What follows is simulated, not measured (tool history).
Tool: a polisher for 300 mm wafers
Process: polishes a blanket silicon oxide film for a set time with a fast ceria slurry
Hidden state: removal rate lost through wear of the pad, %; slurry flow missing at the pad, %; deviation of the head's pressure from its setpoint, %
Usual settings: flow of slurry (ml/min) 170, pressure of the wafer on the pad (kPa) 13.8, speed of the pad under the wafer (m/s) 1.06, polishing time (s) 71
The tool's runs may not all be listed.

run,hour,flow of slurry (ml/min),pressure of the wafer on the pad (kPa),speed of the pad under the wafer (m/s),polishing time (s),wafers since the last listed run,wafers polished on this pad,hours since the slurry nozzle was cleaned,hours since the head pressure was calibrated,"incoming thickness of the incoming film, nm",film removed (Å)
1,0,170,13.8,1.06,71,0,1881,22.1,355.5,2537,9502
2,56.3,170,13.8,1.06,87,706,2588,78.4,411.8,2605,11813
3,97.9,170,13.8,1.06,87,522,3110,120,453.4,2560.3,11458
4,132.6,170,13.8,1.06,87,435,3546,154.7,488.1,2546.8,11458
5,193.9,170,13.8,1.06,71,769,4315,216,549.4,2576.4,9221
6,251,170,13.8,1.06,71,716,5032,273.1,606.5,2585.2,8835
7,302.1,170,13.8,1.06,71,641,5673,324.2,657.6,2539.5,8464
8,349.1,170,13.8,1.06,58,589,6263,371.2,704.6,2565.6,6870
9,383.9,170,13.8,1.06,71,436,6700,406,739.4,2536.1,8271
# hour 392.6: worn pad replaced by a new one
10,419.8,170,13.8,1.06,71,400,341,441.9,775.3,2549.8,9357
11,471.8,170,13.8,1.06,71,652,994,493.9,827.3,2594.7,9041
12,499.2,170,13.8,1.06,60,343,1338,521.3,854.7,2504.4,7566
# hour 523.7: slurry nozzle cleaned
13,540.6,170,13.8,1.06,76,507,1845,16.9,896.1,2569.6,10566
# hour 711.8: head pressure recalibrated
14,733.7,170,13.8,1.06,71,2398,4244,210,21.9,2558,9095
15,769.5,170,13.8,1.06,71,449,4693,245.8,57.7,2604,8972
16,826.8,170,16.5,0.92,80,719,5412,303.1,115,2583.1,9422
17,893.7,170,13.8,1.06,71,839,6252,370,181.9,2597,8375
# hour 904.5: worn pad replaced by a new one
18,955.9,170,13.8,1.06,55,730,645,432.2,244.1,2554.2,7261
# hour 962.9: slurry nozzle cleaned
19,1012.6,150,16.5,0.7,89,699,1344,49.7,300.8,2564,8771
20,1041.7,150,9.7,0.7,91,365,1709,78.8,329.9,2568.9,6501
21,1082.6,170,17.9,1.06,47,513,2222,119.7,370.8,2598.2,7284
22,1153.9,170,13.8,0.84,54,894,3117,191,442.1,2523.6,5678
23,1201,170,11,1.06,71,591,3709,238.1,489.2,2577.7,8012

The next listed run, before its measurement:
24,1253.8,170,13.8,1.06,71,662,4371,290.9,542,2570.6,?

Run 24 gave film removed (Å) 8951.
Without the tool's hidden state the same run would have given film removed (Å) 9871.
